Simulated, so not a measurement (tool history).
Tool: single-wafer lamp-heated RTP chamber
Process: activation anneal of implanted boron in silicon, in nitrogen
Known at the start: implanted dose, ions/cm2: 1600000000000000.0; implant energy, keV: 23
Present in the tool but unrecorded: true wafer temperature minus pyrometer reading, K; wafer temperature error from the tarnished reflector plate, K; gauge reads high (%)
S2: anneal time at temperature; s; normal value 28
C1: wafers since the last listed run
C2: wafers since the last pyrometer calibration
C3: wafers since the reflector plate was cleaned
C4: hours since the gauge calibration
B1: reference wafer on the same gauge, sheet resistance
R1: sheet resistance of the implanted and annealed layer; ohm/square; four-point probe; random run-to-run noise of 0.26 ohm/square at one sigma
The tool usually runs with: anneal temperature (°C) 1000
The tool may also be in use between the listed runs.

{"run": 1, "hour": 0.0, "anneal temperature (°C)": 1000, "S2": 28, "C1": 0, "C2": 4604, "C3": 7495, "C4": 350.5, "B1": 96.09, "R1": 84.18}
{"run": 2, "hour": 26.0, "anneal temperature (°C)": 1000, "S2": 28, "C1": 422, "C2": 5026, "C3": 7917, "C4": 376.5, "B1": 96.15, "R1": 84.33}
{"run": 3, "hour": 63.6, "anneal temperature (°C)": 1000, "S2": 28, "C1": 610, "C2": 5636, "C3": 8528, "C4": 414.1, "B1": 96.15, "R1": 84.28}
{"run": 4, "hour": 92.4, "anneal temperature (°C)": 1023, "S2": 40, "C1": 467, "C2": 6104, "C3": 8995, "C4": 442.9, "B1": 95.99, "R1": 78.91}
{"hour": 124.2, "done": "reflector plate cleaned"}
{"hour": 147.5, "done": "pyrometer window cleaned and pyrometer calibrated"}
{"run": 5, "hour": 148.5, "anneal temperature (°C)": 1000, "S2": 28, "C1": 650, "C2": 16, "C3": 264, "C4": 499.0, "B1": 96.28, "R1": 84.4}
{"run": 6, "hour": 173.8, "anneal temperature (°C)": 1000, "S2": 28, "C1": 410, "C2": 426, "C3": 675, "C4": 524.3, "B1": 95.92, "R1": 84.52}
{"run": 7, "hour": 217.3, "anneal temperature (°C)": 993, "S2": 28, "C1": 706, "C2": 1133, "C3": 1381, "C4": 567.8, "B1": 96.13, "R1": 86.37}
{"run": 8, "hour": 241.4, "anneal temperature (°C)": 1000, "S2": 16, "C1": 391, "C2": 1524, "C3": 1772, "C4": 591.9, "B1": 96.02, "R1": 86.41}
{"run": 9, "hour": 284.3, "anneal temperature (°C)": 1000, "S2": 16, "C1": 696, "C2": 2220, "C3": 2468, "C4": 634.8, "B1": 96.1, "R1": 86.12}
{"run": 10, "hour": 331.0, "anneal temperature (°C)": 1000, "S2": 16, "C1": 758, "C2": 2978, "C3": 3226, "C4": 681.5, "B1": 96.16, "R1": 85.96}
{"run": 11, "hour": 401.0, "anneal temperature (°C)": 1000, "S2": 28, "C1": 1136, "C2": 4115, "C3": 4363, "C4": 751.5, "B1": 96.15, "R1": 84.16}
{"run": 12, "hour": 469.8, "anneal temperature (°C)": 1010, "S2": 23, "C1": 1116, "C2": 5231, "C3": 5479, "C4": 820.3, "B1": 96.08, "R1": 82.76}
{"hour": 596.3, "done": "gauge calibrated"}
{"hour": 601.5, "done": "pyrometer window cleaned and pyrometer calibrated"}
{"run": 13, "hour": 620.1, "anneal temperature (°C)": 1000, "S2": 28, "C1": 2309, "C2": 301, "C3": 7789, "C4": 23.8, "B1": 96.18, "R1": 84.06}
{"hour": 644.9, "done": "reflector plate cleaned"}
{"run": 14, "hour": 668.6, "anneal temperature (°C)": 1000, "S2": 28, "C1": 657, "C2": 959, "C3": 384, "C4": 72.3, "B1": 96.06, "R1": 84.05}
{"run": 15, "hour": 696.7, "anneal temperature (°C)": 1012, "S2": 16, "C1": 456, "C2": 1415, "C3": 840, "C4": 100.4, "B1": 96.22, "R1": 82.98}
{"run": 16, "hour": 730.0, "anneal temperature (°C)": 1029, "S2": 38, "C1": 540, "C2": 1956, "C3": 1380, "C4": 133.7, "B1": 96.25, "R1": 78.08}
{"run": 17, "hour": 757.0, "anneal temperature (°C)": 977, "S2": 19, "C1": 438, "C2": 2394, "C3": 1819, "C4": 160.7, "B1": 96.28, "R1": 96.05}
{"run": 18, "hour": 798.7, "anneal temperature (°C)": 977, "S2": 40, "C1": 676, "C2": 3071, "C3": 2495, "C4": 202.4, "B1": 96.08, "R1": 91.18}
{"run": 19, "hour": 866.2, "anneal temperature (°C)": 992, "S2": 37, "C1": 1095, "C2": 4166, "C3": 3591, "C4": 269.9, "B1": 96.13, "R1": 85.8}
{"run": 20, "hour": 926.5, "anneal temperature (°C)": 986, "S2": 40, "C1": 978, "C2": 5145, "C3": 4570, "C4": 330.2, "B1": 96.12, "R1": 87.04}

Each row is a separate what-if for the run after 20, all from the same tool condition, not one after another. Results?
{"run": "A", "hour": 926.9, "anneal temperature (°C)": 1000, "S2": 28, "C1": 6, "C2": 5152, "C3": 4577, "C4": 330.6, "B1": "?", "R1": "?"}
{"run": "B", "hour": 926.9, "anneal temperature (°C)": 1000, "S2": 40, "C1": 6, "C2": 5152, "C3": 4577, "C4": 330.6, "B1": "?", "R1": "?"}
{"run": "C", "hour": 926.9, "anneal temperature (°C)": 1024, "S2": 28, "C1": 6, "C2": 5152, "C3": 4577, "C4": 330.6, "B1": "?", "R1": "?"}
{"run": "D", "hour": 926.9, "anneal temperature (°C)": 981, "S2": 37, "C1": 6, "C2": 5152, "C3": 4577, "C4": 330.6, "B1": "?", "R1": "?"}
{"run": "E", "hour": 926.9, "anneal temperature (°C)": 1018, "S2": 36, "C1": 6, "C2": 5152, "C3": 4577, "C4": 330.6, "B1": "?", "R1": "?"}

run=A B1=96.05 R1=84.22
run=B B1=96.05 R1=83.12
run=C B1=96.05 R1=79.54
run=D B1=96.05 R1=90.03
run=E B1=96.05 R1=79.86
With no hidden state in the tool, these same runs would have given:
run=A R1=84.22
run=B R1=83.12
run=C R1=79.54
run=D R1=90.03
run=E R1=79.86

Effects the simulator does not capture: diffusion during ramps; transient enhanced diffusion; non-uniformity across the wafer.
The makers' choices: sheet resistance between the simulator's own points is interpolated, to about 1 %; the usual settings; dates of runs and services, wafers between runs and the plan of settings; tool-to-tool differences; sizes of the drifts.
